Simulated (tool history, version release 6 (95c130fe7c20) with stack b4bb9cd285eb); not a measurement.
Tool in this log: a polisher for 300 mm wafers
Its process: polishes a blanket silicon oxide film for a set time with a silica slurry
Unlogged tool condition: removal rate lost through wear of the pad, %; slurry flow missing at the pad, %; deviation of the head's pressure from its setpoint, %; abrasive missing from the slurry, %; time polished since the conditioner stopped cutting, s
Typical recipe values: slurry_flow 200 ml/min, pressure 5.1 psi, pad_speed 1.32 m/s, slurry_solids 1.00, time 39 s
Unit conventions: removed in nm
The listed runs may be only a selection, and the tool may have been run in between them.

run    hour  slurry_flow  pressure  pad_speed  slurry_solids  time  wafers since the last listed run  wafers polished on this pad  hours since the slurry nozzle was cleaned  hours since the head pressure was calibrated  hours since the slurry blender was calibrated  hours since the conditioning disc was replaced  incoming thickness of the incoming film, nm  removed
  1     0.0          200       5.1       1.52           1.00    39                                 0                         4497                                      128.4                                         907.4                                          586.3                                           165.2                                        796.9    182.8
  2    94.8          255       5.1       1.32           1.00    50                               730                         5228                                      223.2                                        1002.2                                          681.1                                           260.0                                        798.9    219.8
      146.5  -- slurry blender recalibrated
      148.4  -- head pressure recalibrated
  3   148.9          200       5.1       1.32           1.00    39                               386                         5615                                      277.3                                           0.5                                            2.4                                           314.1                                        826.8    171.1
      212.7  -- worn pad replaced by a new one
  4   216.6          245       5.8       1.32           1.00    39                               491                           30                                      345.0                                          68.2                                           70.1                                           381.8                                        804.8    197.9
  5   256.3          200       5.1       1.16           0.80    39                               306                          336                                      384.7                                         107.9                                          109.8                                           421.5                                        796.2    135.0
  6   353.5          200       5.1       1.32           1.00    39                               749                         1085                                      481.9                                         205.1                                          207.0                                           518.7                                        815.8    170.3
  7   499.4          200       3.7       1.70           1.25    31                              1124                         2210                                      627.8                                         351.0                                          352.9                                           664.6                                        814.2    129.0
      516.2  -- conditioning disc replaced and pad reconditioned
  8   597.3          160       6.5       0.92           1.00    50                               739                         2950                                      725.7                                         448.9                                          450.8                                            81.1                                        801.7    203.3
  9   700.5          200       5.1       1.32           1.00    39                               795                         3745                                      828.9                                         552.1                                          554.0                                           184.3                                        809.3    170.7
      722.0  -- slurry nozzle cleaned
 10   738.7          200       5.1       1.32           1.00    39                               286                         4032                                       16.7                                         590.3                                          592.2                                           222.5                                        807.0    169.4
      810.3  -- slurry blender recalibrated
 11   842.5          200       5.1       1.32           1.30    39                               784                         4817                                      120.5                                         694.1                                           32.2                                           326.3                                        797.2    193.9
 12   921.3          265       6.1       1.32           1.00    49                               607                         5425                                      199.3                                         772.9                                          111.0                                           405.1                                        803.7    259.8
 13  1018.7          245       5.1       0.96           0.75    48                               751                         6176                                      296.7                                         870.3                                          208.4                                           502.5                                        793.7    134.9
     1056.0  -- worn pad replaced by a new one
     1203.3  -- conditioning disc replaced and pad reconditioned
     1259.0  -- head pressure recalibrated
 14  1291.1          200       5.1       1.32           1.00    39                              2038                         1782                                      569.1                                          32.1                                          480.8                                            87.8                                        803.9    173.7
 15  1372.8          200       5.1       1.32           1.00    39                               629                         2412                                      650.8                                         113.8                                          562.5                                           169.5                                        812.0    170.6
 16  1449.0          200       5.1       1.32           1.00    39                               587                         2999                                      727.0                                         190.0                                          638.7                                           245.7                                        821.6    170.9
 17  1498.3          170       5.1       1.10           1.00    34                               380                         3379                                      776.3                                         239.3                                          688.0                                           295.0                                        807.6    126.0
     1551.0  -- slurry nozzle cleaned
     1554.0  -- slurry blender recalibrated
 18  1575.4          160       5.7       1.32           1.00    44                               571                         3951                                       24.4                                         316.4                                           21.4                                           372.1                                        800.7    205.5
 19  1620.7          200       5.1       1.32           1.00    39                               349                         4300                                       69.7                                         361.7                                           66.7                                           417.4                                        801.7    166.9
 20  1719.7          140       4.1       1.50           1.00    27                               763                         5063                                      168.7                                         460.7                                          165.7                                           516.4                                        806.1     97.9
     1726.3  -- worn pad replaced by a new one
 21  1785.8          200       5.1       1.32           1.20    39                               478                          458                                      234.8                                         526.8                                          231.8                                           582.5                                        825.9    178.6
 22  1856.4          200       5.1       1.32           1.00    48                               544                         1003                                      305.4                                         597.4                                          302.4                                           653.1                                        798.7    202.4
 23  1917.0          200       5.1       1.32           1.00    39                               467                         1470                                      366.0                                         658.0                                          363.0                                           713.7                                        811.3    162.1
 24  1958.4          235       5.1       1.10           0.70    47                               319                         1789                                      407.4                                         699.4                                          404.4                                           755.1                                        793.2    138.8

How would selected steps in removed from run to run divide? Give the signed amount a tool lacking its hidden state would still show from settings, what came in and random variation, and the signed amount left for the hidden state, including any gauge scatter that is not in both of the compared results.
Run 2 -> 3: slurry_flow 255 -> 200, time 50 -> 39, slurry blender recalibrated, head pressure recalibrated. removed -48.7 nm: hidden state +8.9, all else -57.6.
Run 12 -> 13: slurry_flow 265 -> 245, pressure 6.1 -> 5.1, pad_speed 1.32 -> 0.96, slurry_solids 1.00 -> 0.75, time 49 -> 48. removed -124.9 nm: hidden state +4.9, all else -129.8.
Run 20 -> 21: slurry_flow 140 -> 200, pressure 4.1 -> 5.1, pad_speed 1.50 -> 1.32, slurry_solids 1.00 -> 1.20, time 27 -> 39, worn pad replaced by a new one. removed +80.7 nm: hidden state -5.4, all else +86.1.
